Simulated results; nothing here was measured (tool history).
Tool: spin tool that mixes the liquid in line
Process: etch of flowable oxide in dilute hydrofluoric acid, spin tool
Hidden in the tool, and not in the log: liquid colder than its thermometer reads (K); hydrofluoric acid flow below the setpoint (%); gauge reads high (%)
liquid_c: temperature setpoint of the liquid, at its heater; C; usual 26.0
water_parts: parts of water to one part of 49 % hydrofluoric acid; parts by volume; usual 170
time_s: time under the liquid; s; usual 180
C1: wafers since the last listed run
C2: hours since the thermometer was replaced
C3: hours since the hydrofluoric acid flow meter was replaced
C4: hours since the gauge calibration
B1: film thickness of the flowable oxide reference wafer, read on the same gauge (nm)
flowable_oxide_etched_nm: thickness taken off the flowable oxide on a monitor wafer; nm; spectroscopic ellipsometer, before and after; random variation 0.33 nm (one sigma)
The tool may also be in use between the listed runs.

Run 1, hour 0.0: usual settings but time_s 140 s; C1 0; C2 25.0; C3 283.9; C4 608.4; B1 110.03. Result: flowable_oxide_etched_nm 31.98 nm.
Run 2, hour 93.8: usual settings but water_parts 125 parts by volume; C1 822; C2 118.8; C3 377.7; C4 702.2; B1 110.03. Result: flowable_oxide_etched_nm 59.43 nm.
Run 3, hour 195.9: usual settings but water_parts 125 parts by volume; C1 895; C2 220.9; C3 479.8; C4 804.3; B1 109.99. Result: flowable_oxide_etched_nm 57.82 nm.
Run 4, hour 238.6: usual settings but water_parts 125 parts by volume; C1 374; C2 263.6; C3 522.5; C4 847.0; B1 110.03. Result: flowable_oxide_etched_nm 57.27 nm.
Run 5, hour 331.8: usual settings; C1 817; C2 356.8; C3 615.7; C4 940.2; B1 110.01. Result: flowable_oxide_etched_nm 40.28 nm.
Run 6, hour 391.7: usual settings; C1 525; C2 416.7; C3 675.6; C4 1000.1; B1 109.97. Result: flowable_oxide_etched_nm 39.89 nm.
Run 7, hour 482.2: usual settings; C1 793; C2 507.2; C3 766.1; C4 1090.6; B1 110.02. Result: flowable_oxide_etched_nm 39.72 nm.
Run 8, hour 589.7: usual settings; C1 942; C2 614.7; C3 873.6; C4 1198.1; B1 110.02. Result: flowable_oxide_etched_nm 39.78 nm.
Run 9, hour 672.7: usual settings; C1 728; C2 697.7; C3 956.6; C4 1281.1; B1 110.02. Result: flowable_oxide_etched_nm 40.02 nm.
Run 10, hour 719.5: usual settings but water_parts 200 parts by volume, time_s 255 s; C1 410; C2 744.5; C3 1003.4; C4 1327.9; B1 110.01. Result: flowable_oxide_etched_nm 46.52 nm.
Run 11, hour 809.5: usual settings but water_parts 200 parts by volume, time_s 255 s; C1 789; C2 834.5; C3 1093.4; C4 1417.9; B1 109.98. Result: flowable_oxide_etched_nm 45.12 nm.
At hour 871.1: thermometer replaced.
Run 12, hour 924.5: usual settings but water_parts 200 parts by volume, time_s 255 s; C1 1000; C2 53.4; C3 1208.4; C4 1532.9; B1 109.97. Result: flowable_oxide_etched_nm 47.97 nm.
At hour 1193.3: hydrofluoric acid flow meter replaced.
Run 13, hour 1197.1: usual settings but liquid_c 30.0 C; C1 2382; C2 326.0; C3 3.8; C4 1805.5; B1 110.04. Result: flowable_oxide_etched_nm 46.48 nm.
Run 14, hour 1271.6: usual settings but liquid_c 29.0 C, water_parts 225 parts by volume, time_s 130 s; C1 653; C2 400.5; C3 78.3; C4 1880.0; B1 110.03. Result: flowable_oxide_etched_nm 22.95 nm.
Run 15, hour 1310.3: usual settings but liquid_c 23.0 C, time_s 245 s; C1 339; C2 439.2; C3 117.0; C4 1918.7; B1 109.98. Result: flowable_oxide_etched_nm 48.81 nm.
Run 16, hour 1348.7: usual settings; C1 336; C2 477.6; C3 155.4; C4 1957.1; B1 109.99. Result: flowable_oxide_etched_nm 39.81 nm.
At hour 1350.9: gauge calibrated.
Run 17, hour 1418.3: usual settings; C1 610; C2 547.2; C3 225.0; C4 67.4; B1 109.99. Result: flowable_oxide_etched_nm 40.31 nm.
Run 18, hour 1508.1: usual settings; C1 787; C2 637.0; C3 314.8; C4 157.2; B1 110.00. Result: flowable_oxide_etched_nm 39.48 nm.
Run 19, hour 1549.6: usual settings but water_parts 195 parts by volume, time_s 235 s; C1 364; C2 678.5; C3 356.3; C4 198.7; B1 109.99. Result: flowable_oxide_etched_nm 43.96 nm.
Run 20, hour 1602.0: usual settings but liquid_c 21.0 C, water_parts 115 parts by volume, time_s 255 s; C1 459; C2 730.9; C3 408.7; C4 251.1; B1 110.00. Result: flowable_oxide_etched_nm 72.49 nm.
At hour 1683.1: thermometer replaced.
Run 21, hour 1703.0: usual settings but liquid_c 27.5 C, water_parts 105 parts by volume, time_s 140 s; C1 877; C2 19.9; C3 509.7; C4 352.1; B1 110.01. Result: flowable_oxide_etched_nm 59.32 nm.
Run 22, hour 1785.5: usual settings but water_parts 150 parts by volume, time_s 85 s; C1 723; C2 102.4; C3 592.2; C4 434.6; B1 109.97. Result: flowable_oxide_etched_nm 22.58 nm.
Run 23, hour 1877.2: usual settings but water_parts 125 parts by volume; C1 804; C2 194.1; C3 683.9; C4 526.3; B1 110.00. Result: flowable_oxide_etched_nm 58.28 nm.
Run 24, hour 1943.8: usual settings but liquid_c 28.5 C, time_s 240 s; C1 584; C2 260.7; C3 750.5; C4 592.9; B1 109.99. Result: flowable_oxide_etched_nm 58.84 nm.
Run 25, hour 2043.5: usual settings but water_parts 120 parts by volume, time_s 90 s; C1 874; C2 360.4; C3 850.2; C4 692.6; B1 109.99. Result: flowable_oxide_etched_nm 29.95 nm.
Run 26, hour 2148.8: usual settings but liquid_c 24.0 C, water_parts 115 parts by volume, time_s 285 s; C1 923; C2 465.7; C3 955.5; C4 797.9; B1 109.99. Result: flowable_oxide_etched_nm 91.42 nm.

Forecast each of these 5 alternatives for the next run:
Run A, hour 2149.3: usual settings; C1 4; C2 466.2; C3 956.0; C4 798.4; B1 ?. Result: flowable_oxide_etched_nm ?.
Run B, hour 2149.3: usual settings but water_parts 100 parts by volume; C1 4; C2 466.2; C3 956.0; C4 798.4; B1 ?. Result: flowable_oxide_etched_nm ?.
Run C, hour 2149.3: usual settings but time_s 130 s; C1 4; C2 466.2; C3 956.0; C4 798.4; B1 ?. Result: flowable_oxide_etched_nm ?.
Run D, hour 2149.3: usual settings but liquid_c 21.5 C, water_parts 115 parts by volume; C1 4; C2 466.2; C3 956.0; C4 798.4; B1 ?. Result: flowable_oxide_etched_nm ?.
Run E, hour 2149.3: usual settings but water_parts 105 parts by volume, time_s 275 s; C1 4; C2 466.2; C3 956.0; C4 798.4; B1 ?. Result: flowable_oxide_etched_nm ?.

run      B1  flowable_oxide_etched_nm
  A  110.01                     39.90
  B  110.01                     73.76
  C  110.01                     28.81
  D  110.01                     52.68
  E  110.01                    106.66
Without the tool's hidden state the same runs would have given:
run  flowable_oxide_etched_nm
  A                     41.17
  B                     76.25
  C                     29.74
  D                     54.51
  E                    110.24

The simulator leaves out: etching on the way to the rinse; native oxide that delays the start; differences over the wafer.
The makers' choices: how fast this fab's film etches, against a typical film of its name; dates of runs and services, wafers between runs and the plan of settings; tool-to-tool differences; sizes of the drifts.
